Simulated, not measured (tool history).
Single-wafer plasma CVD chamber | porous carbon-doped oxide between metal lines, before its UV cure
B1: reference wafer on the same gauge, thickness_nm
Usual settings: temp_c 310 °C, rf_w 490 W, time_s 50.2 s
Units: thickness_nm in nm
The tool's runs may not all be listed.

Run 1, hour 0.0: usual settings; B1 228.204. Result: thickness_nm 249.476 nm.
At hour 17.2: gauge calibrated.
Run 2, hour 68.0: usual settings; B1 228.356. Result: thickness_nm 247.932 nm.
Run 3, hour 122.3: usual settings; B1 228.031. Result: thickness_nm 251.103 nm.
Run 4, hour 196.9: usual settings; B1 228.186. Result: thickness_nm 246.367 nm.
Run 5, hour 249.3: usual settings; B1 227.851. Result: thickness_nm 246.382 nm.
Run 6, hour 314.1: usual settings; B1 228.305. Result: thickness_nm 246.236 nm.
Run 7, hour 366.2: usual settings; B1 227.716. Result: thickness_nm 242.355 nm.
At hour 410.3: RF generator calibrated.
Run 8, hour 485.7: usual settings; B1 227.726. Result: thickness_nm 251.002 nm.
At hour 558.5: thermocouple changed; heater temperature recalibrated.
Run 9, hour 570.5: usual settings; B1 227.942. Result: thickness_nm 256.761 nm.
Run 10, hour 649.9: usual settings but rf_w 520 W, time_s 47.2 s; B1 227.454. Result: thickness_nm 252.181 nm.
Run 11, hour 705.7: usual settings but rf_w 425 W, time_s 40.9 s; B1 227.811. Result: thickness_nm 190.417 nm.
At hour 727.1: gauge calibrated.
Run 12, hour 767.9: usual settings but temp_c 323 °C, rf_w 565 W, time_s 53.8 s; B1 228.094. Result: thickness_nm 278.675 nm.
At hour 787.8: showerhead replaced.
Run 13, hour 873.9: usual settings but temp_c 301 °C; B1 227.757. Result: thickness_nm 270.258 nm.
Run 14, hour 911.2: usual settings; B1 227.907. Result: thickness_nm 255.584 nm.
Run 15, hour 1016.3: usual settings but temp_c 323 °C, rf_w 560 W, time_s 42.7 s; B1 228.152. Result: thickness_nm 219.842 nm.
Run 16, hour 1104.0: usual settings but temp_c 323 °C, rf_w 430 W, time_s 53.1 s; B1 227.738. Result: thickness_nm 225.854 nm.
Run 17, hour 1206.8: usual settings; B1 227.530. Result: thickness_nm 252.192 nm.
Run 18, hour 1245.1: usual settings but temp_c 323 °C, rf_w 560 W, time_s 42.7 s; B1 228.084. Result: thickness_nm 218.621 nm.
Run 19, hour 1293.8: usual settings but rf_w 455 W, time_s 47.3 s; B1 228.127. Result: thickness_nm 224.652 nm.

4 ways to go on from here, each from the tool as it stands after run 19. What would each give?
Run A, hour 1294.2: usual settings; B1 ?. Result: thickness_nm ?.
Run B, hour 1294.2: usual settings but rf_w 400 W, time_s 46.7 s; B1 ?. Result: thickness_nm ?.
Run C, hour 1294.2: usual settings but temp_c 301 °C, rf_w 545 W, time_s 56.0 s; B1 ?. Result: thickness_nm ?.
Run D, hour 1294.2: usual settings but temp_c 296 °C, rf_w 565 W, time_s 41.7 s; B1 ?. Result: thickness_nm ?.

run       B1  thickness_nm
  A  227.626       251.718
  B  227.626       202.771
  C  227.626       317.307
  D  227.626       251.385
Without the tool's hidden state the same runs would have given:
run  thickness_nm
  A       259.887
  B       209.975
  C       327.771
  D       259.741
